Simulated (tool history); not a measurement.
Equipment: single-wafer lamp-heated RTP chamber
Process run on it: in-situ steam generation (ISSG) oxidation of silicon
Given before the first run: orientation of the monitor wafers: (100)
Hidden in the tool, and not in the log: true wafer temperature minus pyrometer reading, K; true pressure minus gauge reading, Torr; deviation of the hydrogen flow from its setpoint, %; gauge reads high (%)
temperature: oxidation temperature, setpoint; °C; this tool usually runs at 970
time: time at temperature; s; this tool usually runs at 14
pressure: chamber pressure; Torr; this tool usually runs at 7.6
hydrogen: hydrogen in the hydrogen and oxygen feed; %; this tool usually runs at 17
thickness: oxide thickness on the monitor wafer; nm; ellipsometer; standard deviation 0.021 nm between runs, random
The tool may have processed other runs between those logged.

run,hour,temperature,time,pressure,hydrogen,wafers since the last listed run,wafers since the last pyrometer calibration,hours since the pressure gauge was zeroed,hours since the hydrogen flow controller was replaced,hours since the gauge calibration,"read-back reference wafer on the same gauge, thickness",thickness
1,0.0,970,14,7.6,17,0,690,2835.7,1918.7,582.5,3.369,3.683
2,88.5,970,14,7.6,17,615,1305,2924.2,2007.2,671.0,3.369,3.679
# hour 120.6: pyrometer window cleaned and pyrometer calibrated
3,138.5,970,14,7.6,17,292,124,2974.2,2057.2,721.0,3.369,3.652
4,181.5,958,14,7.6,17,299,423,3017.2,2100.2,764.0,3.370,3.550
5,217.5,958,14,7.6,17,250,674,3053.2,2136.2,800.0,3.368,3.527
6,272.0,970,14,7.6,17,379,1053,3107.7,2190.7,854.5,3.372,3.690
# hour 317.9: pressure gauge zeroed
7,328.4,970,14,7.6,17,336,1389,10.5,2247.1,910.9,3.370,3.705
# hour 365.5: pyrometer window cleaned and pyrometer calibrated
8,376.9,970,14,7.6,17,281,79,59.0,2295.6,959.4,3.368,3.749
9,415.6,970,14,7.6,17,269,348,97.7,2334.3,998.1,3.366,3.792
# hour 454.3: gauge calibrated
10,462.9,985,18,6.9,11,328,677,145.0,2381.6,8.6,3.370,4.021
# hour 501.8: hydrogen flow controller replaced
11,523.8,970,17,7.6,22,367,1045,205.9,22.0,69.5,3.369,4.337
# hour 603.5: pyrometer window cleaned and pyrometer calibrated, repeated, since the last time left the tool worse
12,610.8,975,16,6.9,11,549,50,292.9,109.0,156.5,3.372,3.533
13,679.6,987,14,7.1,11,478,529,361.7,177.8,225.3,3.369,3.507
14,784.9,952,12,7.6,14,732,1261,467.0,283.1,330.6,3.375,3.162
# hour 808.8: pyrometer window cleaned and pyrometer calibrated
15,846.9,970,14,7.6,23,375,264,529.0,345.1,392.6,3.369,3.906
16,918.1,953,14,7.6,17,495,760,600.2,416.3,463.8,3.369,3.521
17,1000.8,970,14,7.6,17,575,1335,682.9,499.0,546.5,3.366,3.689
# hour 1023.8: pyrometer window cleaned and pyrometer calibrated
18,1049.3,958,14,7.6,17,281,177,731.4,547.5,595.0,3.370,3.578

Same runs, no hidden state in the tool, same run-to-run variation:
run,thickness
1,3.644
2,3.630
3,3.635
4,3.519
5,3.488
6,3.638
7,3.649
8,3.647
9,3.670
10,3.849
11,4.159
12,3.523
13,3.467
14,3.125
15,3.881
16,3.485
17,3.637
18,3.563
